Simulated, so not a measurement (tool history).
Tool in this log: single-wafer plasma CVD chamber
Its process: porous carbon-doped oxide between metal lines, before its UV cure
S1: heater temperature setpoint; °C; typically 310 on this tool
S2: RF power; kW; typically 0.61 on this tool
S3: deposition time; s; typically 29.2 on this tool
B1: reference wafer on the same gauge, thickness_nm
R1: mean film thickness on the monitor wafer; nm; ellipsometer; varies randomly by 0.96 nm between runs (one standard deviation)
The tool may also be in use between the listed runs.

run 1 hour=0 | S1=310 S2=0.61 S3=29.2 | B1=184.048 | R1=162.758
run 2 hour=63.2 | S1=310 S2=0.61 S3=29.2 | B1=183.763 | R1=163.886
run 3 hour=122.9 | S1=310 S2=0.61 S3=29.2 | B1=184.087 | R1=165.727
run 4 hour=188.1 | S1=310 S2=0.61 S3=29.2 | B1=184.023 | R1=166.121
-- hour=218.8 RF generator calibrated
run 5 hour=274.6 | S1=310 S2=0.61 S3=29.2 | B1=183.949 | R1=171.539
run 6 hour=321.6 | S1=301 S2=0.705 S3=29.2 | B1=183.694 | R1=194.291
run 7 hour=415.2 | S1=301 S2=0.705 S3=29.2 | B1=184.068 | R1=192.845
run 8 hour=512.1 | S1=310 S2=0.61 S3=29.2 | B1=184.16 | R1=170.309
run 9 hour=556.6 | S1=310 S2=0.61 S3=29.2 | B1=183.737 | R1=168.721
run 10 hour=637.1 | S1=310 S2=0.61 S3=29.2 | B1=184.171 | R1=167.374
run 11 hour=695.1 | S1=310 S2=0.52 S3=29.2 | B1=183.966 | R1=153.196
run 12 hour=768.4 | S1=310 S2=0.52 S3=29.2 | B1=183.785 | R1=151.44
run 13 hour=818.7 | S1=310 S2=0.52 S3=29.2 | B1=184.041 | R1=151.517
-- hour=873.4 gauge calibrated
run 14 hour=922.7 | S1=310 S2=0.61 S3=29.2 | B1=184.244 | R1=167.453
run 15 hour=974.4 | S1=310 S2=0.64 S3=29.2 | B1=184.022 | R1=173.099
-- hour=1079 showerhead replaced
run 16 hour=1081.3 | S1=310 S2=0.64 S3=29.2 | B1=183.999 | R1=170.628
run 17 hour=1140.7 | S1=310 S2=0.61 S3=29.2 | B1=184.08 | R1=168.334
run 18 hour=1229.5 | S1=310 S2=0.51 S3=29.2 | B1=184.173 | R1=149.938
run 19 hour=1325.4 | S1=310 S2=0.61 S3=29.2 | B1=184.061 | R1=164.574
run 20 hour=1369.3 | S1=310 S2=0.61 S3=29.2 | B1=184.248 | R1=166.594
-- hour=1382.8 thermocouple changed; heater temperature recalibrated
run 21 hour=1408.4 | S1=315 S2=0.61 S3=26.6 | B1=183.712 | R1=145.205
run 22 hour=1509.3 | S1=303 S2=0.61 S3=29.2 | B1=184.03 | R1=170.82
run 23 hour=1555.1 | S1=322 S2=0.61 S3=25.3 | B1=183.653 | R1=134.859
run 24 hour=1639.7 | S1=310 S2=0.61 S3=29.2 | B1=183.656 | R1=163.187
run 25 hour=1685.3 | S1=316 S2=0.61 S3=34.8 | B1=183.99 | R1=187.737

Run 26 is up next; what results do you expect?
-- hour=1736.1 RF generator calibrated
run 26 hour=1781.9 | S1=310 S2=0.5 S3=29.2 | B1=? | R1=?

For run 26 the tool returned B1 184.274, R1 149.569 nm.
On a tool with no hidden condition, and with the same random variation, this run would have come out at R1 149.474 nm.

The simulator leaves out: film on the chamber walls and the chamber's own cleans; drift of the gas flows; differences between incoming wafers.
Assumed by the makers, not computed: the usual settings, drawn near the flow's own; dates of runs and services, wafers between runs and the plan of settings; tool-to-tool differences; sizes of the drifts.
